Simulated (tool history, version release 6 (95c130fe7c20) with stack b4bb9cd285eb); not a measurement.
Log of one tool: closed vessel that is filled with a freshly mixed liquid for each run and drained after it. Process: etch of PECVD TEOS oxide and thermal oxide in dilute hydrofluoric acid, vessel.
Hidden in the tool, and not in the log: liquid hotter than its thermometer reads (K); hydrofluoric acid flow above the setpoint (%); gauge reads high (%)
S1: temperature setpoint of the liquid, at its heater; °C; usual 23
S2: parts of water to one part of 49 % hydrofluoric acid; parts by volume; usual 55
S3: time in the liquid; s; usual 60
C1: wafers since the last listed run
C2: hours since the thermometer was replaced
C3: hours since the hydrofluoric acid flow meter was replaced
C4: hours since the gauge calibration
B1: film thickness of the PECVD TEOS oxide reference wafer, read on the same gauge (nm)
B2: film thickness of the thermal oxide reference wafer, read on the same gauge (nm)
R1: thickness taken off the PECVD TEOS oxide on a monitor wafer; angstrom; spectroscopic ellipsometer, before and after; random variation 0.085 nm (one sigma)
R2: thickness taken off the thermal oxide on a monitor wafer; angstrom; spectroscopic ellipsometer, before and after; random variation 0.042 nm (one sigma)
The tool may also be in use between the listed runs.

run,hour,S1,S2,S3,C1,C2,C3,C4,B1,B2,R1,R2
1,0,23,55,60,0,1050.6,1605.8,418.9,89.99,139.98,286.2,49
2,15.9,23,55,60,1193,1066.5,1621.7,434.8,90,140.01,286,48.8
3,32.1,21,55,60,1215,1082.7,1637.9,451,90,140,264.2,44.9
4,67.2,21,55,60,2634,1117.8,1673,486.1,89.99,139.96,264,44.7
# hour 81: gauge calibrated
5,87.9,21,55,60,1553,1138.5,1693.7,6.9,89.99,140.02,264.5,44.8
6,112,23,55,60,1808,1162.6,1717.8,31,89.99,140.02,288.8,49
7,127.8,23,55,60,1185,1178.4,1733.6,46.8,90,140.03,288.2,49.1
8,173.5,23,55,60,3430,1224.1,1779.3,92.5,90.03,140.02,288,49
# hour 215.5: thermometer replaced
9,244.7,23,65,60,5269,29.2,1850.5,163.7,89.97,140,234.3,40
10,264,23,75,60,1448,48.5,1869.8,183,90.02,139.99,200.5,34.2
11,278,23,55,60,1050,62.5,1883.8,197,89.99,139.99,282,48.3
12,312.6,23,55,60,2597,97.1,1918.4,231.6,90.01,140,282,48.2
13,329.6,25,30,70,1276,114.1,1935.4,248.6,90.01,140,675.3,114.5
14,364.3,21.5,30,45,2604,148.8,1970.1,283.3,89.96,140.01,377.4,64.7
15,377.9,20.5,25,70,1020,162.4,1983.7,296.9,90.02,140.01,677.7,114.5
# hour 403.7: hydrofluoric acid flow meter replaced
16,463,18.5,55,60,6312,247.5,59.3,382,89.99,140.03,235,39.8
17,492.1,26.5,55,50,2184,276.6,88.4,411.1,89.97,139.98,272.5,46.4
18,527.2,23,55,60,2634,311.7,123.5,446.2,90.03,140.02,283.3,48.6
19,556,23,30,90,2161,340.5,152.3,475,89.99,139.97,805.7,135
# hour 588.6: gauge calibrated
20,592.2,24.5,35,85,2717,376.7,188.5,3.6,90.02,140,683.8,116.6
21,621.5,26,80,90,2199,406,217.8,32.9,90.01,139.99,319.1,54.3
22,656.2,23,70,45,2604,440.7,252.5,67.6,90,139.98,163.1,27.6
23,680.5,23,30,45,1823,465,276.8,91.9,89.99,140,401.9,67.5
24,693.4,23,80,60,968,477.9,289.7,104.8,90.02,140.01,189.2,32.1
25,720.3,27,75,75,2019,504.8,316.6,131.7,90.01,139.99,297,51
26,750.1,23,55,45,2236,534.6,346.4,161.5,90,140.02,213.8,36
27,771.5,23,55,60,1606,556,367.8,182.9,90.01,139.97,283.7,48.5

Forecast each of these 3 alternatives for the next run:
A,772.2,23,55,60,52,556.7,368.5,183.6,?,?,?,?
B,772.2,23,45,60,52,556.7,368.5,183.6,?,?,?,?
C,772.2,21,80,80,52,556.7,368.5,183.6,?,?,?,?

run,B1,B2,R1,R2
A,90.02,140.03,284.3,48.5
B,90.02,140.03,352.1,60
C,90.02,140.03,232.7,39.7
Without the tool's hidden state the same runs would have given:
run,R1,R2
A,281.3,47.9
B,348.3,59.4
C,230.2,39.2
